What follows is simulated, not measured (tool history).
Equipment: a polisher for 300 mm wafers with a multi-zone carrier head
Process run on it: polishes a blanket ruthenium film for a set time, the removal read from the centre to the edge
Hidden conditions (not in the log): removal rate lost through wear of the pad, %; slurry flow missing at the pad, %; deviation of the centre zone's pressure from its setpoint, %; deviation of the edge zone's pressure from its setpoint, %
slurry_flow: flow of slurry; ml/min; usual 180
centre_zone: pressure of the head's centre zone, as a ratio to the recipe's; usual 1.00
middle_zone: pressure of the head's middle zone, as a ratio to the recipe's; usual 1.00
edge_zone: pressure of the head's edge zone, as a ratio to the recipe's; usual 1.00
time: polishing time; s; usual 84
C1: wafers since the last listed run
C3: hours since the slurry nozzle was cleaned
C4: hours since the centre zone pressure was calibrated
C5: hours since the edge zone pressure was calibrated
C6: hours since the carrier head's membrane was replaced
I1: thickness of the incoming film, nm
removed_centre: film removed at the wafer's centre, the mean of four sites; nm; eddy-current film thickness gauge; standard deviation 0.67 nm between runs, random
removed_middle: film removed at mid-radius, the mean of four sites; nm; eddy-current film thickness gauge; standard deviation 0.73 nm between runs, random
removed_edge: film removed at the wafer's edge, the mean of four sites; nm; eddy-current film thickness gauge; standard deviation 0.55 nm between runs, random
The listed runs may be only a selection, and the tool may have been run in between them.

run 1 day=0.000 | slurry_flow=180 centre_zone=1.00 middle_zone=1.00 edge_zone=1.00 time=105 | C1=0 wafers_polished_on_this_pad=535 C3=420.5 C4=574.9 C5=542.9 C6=1617.2 | I1=395.7 | removed_centre=85.7 removed_middle=81.1 removed_edge=81.9
run 2 day=0.650 | slurry_flow=165 centre_zone=1.00 middle_zone=1.00 edge_zone=1.00 time=84 | C1=111 wafers_polished_on_this_pad=647 C3=436.1 C4=590.5 C5=558.5 C6=1632.8 | I1=400.3 | removed_centre=68.7 removed_middle=64.3 removed_edge=65.2
run 3 day=2.100 | slurry_flow=180 centre_zone=1.00 middle_zone=1.00 edge_zone=1.00 time=84 | C1=249 wafers_polished_on_this_pad=897 C3=470.9 C4=625.3 C5=593.3 C6=1667.6 | I1=399.7 | removed_centre=71.2 removed_middle=63.9 removed_edge=65.0
-- day=3.429 carrier head's membrane replaced by a new one
-- day=3.675 worn pad replaced by a new one
-- day=3.946 centre zone pressure recalibrated
run 4 day=4.429 | slurry_flow=180 centre_zone=1.00 middle_zone=1.00 edge_zone=1.00 time=84 | C1=322 wafers_polished_on_this_pad=115 C3=526.8 C4=11.6 C5=649.2 C6=24.0 | I1=400.4 | removed_centre=66.9 removed_middle=66.2 removed_edge=64.8
run 5 day=5.712 | slurry_flow=180 centre_zone=1.00 middle_zone=1.00 edge_zone=1.00 time=84 | C1=220 wafers_polished_on_this_pad=336 C3=557.6 C4=42.4 C5=680.0 C6=54.8 | I1=400.4 | removed_centre=67.3 removed_middle=64.2 removed_edge=64.9
run 6 day=7.179 | slurry_flow=180 centre_zone=1.00 middle_zone=1.00 edge_zone=1.00 time=84 | C1=252 wafers_polished_on_this_pad=589 C3=592.8 C4=77.6 C5=715.2 C6=90.0 | I1=403.7 | removed_centre=66.3 removed_middle=63.9 removed_edge=65.1
run 7 day=8.096 | slurry_flow=180 centre_zone=1.00 middle_zone=1.00 edge_zone=1.00 time=84 | C1=157 wafers_polished_on_this_pad=746 C3=614.8 C4=99.6 C5=737.2 C6=112.0 | I1=400.8 | removed_centre=67.4 removed_middle=64.4 removed_edge=65.3
run 8 day=8.996 | slurry_flow=180 centre_zone=1.00 middle_zone=1.00 edge_zone=0.91 time=100 | C1=154 wafers_polished_on_this_pad=901 C3=636.4 C4=121.2 C5=758.8 C6=133.6 | I1=395.3 | removed_centre=80.5 removed_middle=77.2 removed_edge=73.8
-- day=9.158 slurry nozzle cleaned
run 9 day=9.825 | slurry_flow=180 centre_zone=1.00 middle_zone=0.90 edge_zone=1.00 time=84 | C1=135 wafers_polished_on_this_pad=1037 C3=16.0 C4=141.1 C5=778.7 C6=153.5 | I1=396.6 | removed_centre=66.5 removed_middle=60.6 removed_edge=65.9
run 10 day=10.588 | slurry_flow=180 centre_zone=1.00 middle_zone=0.90 edge_zone=1.00 time=84 | C1=131 wafers_polished_on_this_pad=1168 C3=34.3 C4=159.4 C5=797.0 C6=171.8 | I1=400.3 | removed_centre=68.4 removed_middle=59.9 removed_edge=66.0
-- day=11.217 worn pad replaced by a new one, of another model than before
-- day=11.650 edge zone pressure recalibrated
run 11 day=11.825 | slurry_flow=180 centre_zone=1.00 middle_zone=1.00 edge_zone=1.00 time=84 | C1=170 wafers_polished_on_this_pad=90 C3=64.0 C4=189.1 C5=4.2 C6=201.5 | I1=396.3 | removed_centre=66.8 removed_middle=63.9 removed_edge=65.7
run 12 day=13.096 | slurry_flow=180 centre_zone=1.00 middle_zone=1.00 edge_zone=1.00 time=84 | C1=218 wafers_polished_on_this_pad=309 C3=94.5 C4=219.6 C5=34.7 C6=232.0 | I1=397.1 | removed_centre=68.3 removed_middle=64.6 removed_edge=64.5
run 13 day=14.158 | slurry_flow=180 centre_zone=1.00 middle_zone=1.00 edge_zone=1.00 time=84 | C1=182 wafers_polished_on_this_pad=492 C3=120.0 C4=245.1 C5=60.2 C6=257.5 | I1=403.6 | removed_centre=68.9 removed_middle=63.6 removed_edge=64.1
run 14 day=17.025 | slurry_flow=160 centre_zone=1.00 middle_zone=1.09 edge_zone=1.00 time=84 | C1=493 wafers_polished_on_this_pad=985 C3=188.8 C4=313.9 C5=129.0 C6=326.3 | I1=396.2 | removed_centre=66.1 removed_middle=65.7 removed_edge=62.9
-- day=17.762 worn pad replaced by a new one
run 15 day=18.358 | slurry_flow=180 centre_zone=1.00 middle_zone=0.93 edge_zone=0.92 time=84 | C1=200 wafers_polished_on_this_pad=102 C3=220.8 C4=345.9 C5=161.0 C6=358.3 | I1=398.8 | removed_centre=67.4 removed_middle=60.9 removed_edge=62.4
run 16 day=19.358 | slurry_flow=160 centre_zone=1.00 middle_zone=1.00 edge_zone=1.00 time=84 | C1=172 wafers_polished_on_this_pad=274 C3=244.8 C4=369.9 C5=185.0 C6=382.3 | I1=391.1 | removed_centre=65.4 removed_middle=62.4 removed_edge=64.6
run 17 day=20.775 | slurry_flow=180 centre_zone=0.90 middle_zone=1.00 edge_zone=1.00 time=84 | C1=243 wafers_polished_on_this_pad=518 C3=278.8 C4=403.9 C5=219.0 C6=416.3 | I1=400.1 | removed_centre=62.6 removed_middle=64.5 removed_edge=65.1
run 18 day=21.958 | slurry_flow=180 centre_zone=1.00 middle_zone=1.00 edge_zone=1.00 time=84 | C1=203 wafers_polished_on_this_pad=722 C3=307.2 C4=432.3 C5=247.4 C6=444.7 | I1=401.0 | removed_centre=69.9 removed_middle=63.1 removed_edge=65.7
run 19 day=22.488 | slurry_flow=240 centre_zone=1.00 middle_zone=1.08 edge_zone=1.00 time=100 | C1=91 wafers_polished_on_this_pad=813 C3=319.9 C4=445.0 C5=260.1 C6=457.4 | I1=402.5 | removed_centre=86.4 removed_middle=88.0 removed_edge=81.1
run 20 day=23.121 | slurry_flow=180 centre_zone=1.08 middle_zone=1.00 edge_zone=1.00 time=103 | C1=109 wafers_polished_on_this_pad=922 C3=335.1 C4=460.2 C5=275.3 C6=472.6 | I1=394.9 | removed_centre=89.6 removed_middle=78.4 removed_edge=80.4
run 21 day=24.433 | slurry_flow=180 centre_zone=1.00 middle_zone=1.00 edge_zone=1.00 time=84 | C1=226 wafers_polished_on_this_pad=1148 C3=366.6 C4=491.7 C5=306.8 C6=504.1 | I1=405.0 | removed_centre=69.5 removed_middle=65.3 removed_edge=65.4
-- day=24.804 worn pad replaced by a new one
run 22 day=25.404 | slurry_flow=220 centre_zone=1.00 middle_zone=1.00 edge_zone=1.00 time=84 | C1=138 wafers_polished_on_this_pad=102 C3=389.9 C4=515.0 C5=330.1 C6=527.4 | I1=404.4 | removed_centre=72.5 removed_middle=66.1 removed_edge=67.6

Below are 4 alternative next runs, each starting from the tool's condition after run 22. Predict each:
run A day=25.425 | slurry_flow=180 centre_zone=1.11 middle_zone=1.00 edge_zone=1.00 time=84 | C1=3 wafers_polished_on_this_pad=106 C3=390.4 C4=515.5 C5=330.6 C6=527.9 | I1=399.2 | removed_centre=? removed_middle=? removed_edge=?
run B day=25.425 | slurry_flow=180 centre_zone=1.05 middle_zone=1.00 edge_zone=1.12 time=110 | C1=3 wafers_polished_on_this_pad=106 C3=390.4 C4=515.5 C5=330.6 C6=527.9 | I1=399.2 | removed_centre=? removed_middle=? removed_edge=?
run C day=25.425 | slurry_flow=125 centre_zone=1.05 middle_zone=1.00 edge_zone=0.94 time=84 | C1=3 wafers_polished_on_this_pad=106 C3=390.4 C4=515.5 C5=330.6 C6=527.9 | I1=399.2 | removed_centre=? removed_middle=? removed_edge=?
run D day=25.425 | slurry_flow=180 centre_zone=1.10 middle_zone=0.89 edge_zone=1.00 time=103 | C1=3 wafers_polished_on_this_pad=106 C3=390.4 C4=515.5 C5=330.6 C6=527.9 | I1=399.2 | removed_centre=? removed_middle=? removed_edge=?

run=A removed_centre=76.1 removed_middle=64.2 removed_edge=65.4
run=B removed_centre=94.9 removed_middle=84.1 removed_edge=90.6
run=C removed_centre=61.2 removed_middle=55.4 removed_edge=57.3
run=D removed_centre=92.5 removed_middle=71.5 removed_edge=80.3
What these runs would have given with no unlogged condition in the tool:
run=A removed_centre=72.1 removed_middle=64.3 removed_edge=65.4
run=B removed_centre=90.0 removed_middle=84.1 removed_edge=90.6
run=C removed_centre=58.0 removed_middle=55.4 removed_edge=57.3
run=D removed_centre=87.7 removed_middle=71.5 removed_edge=80.3
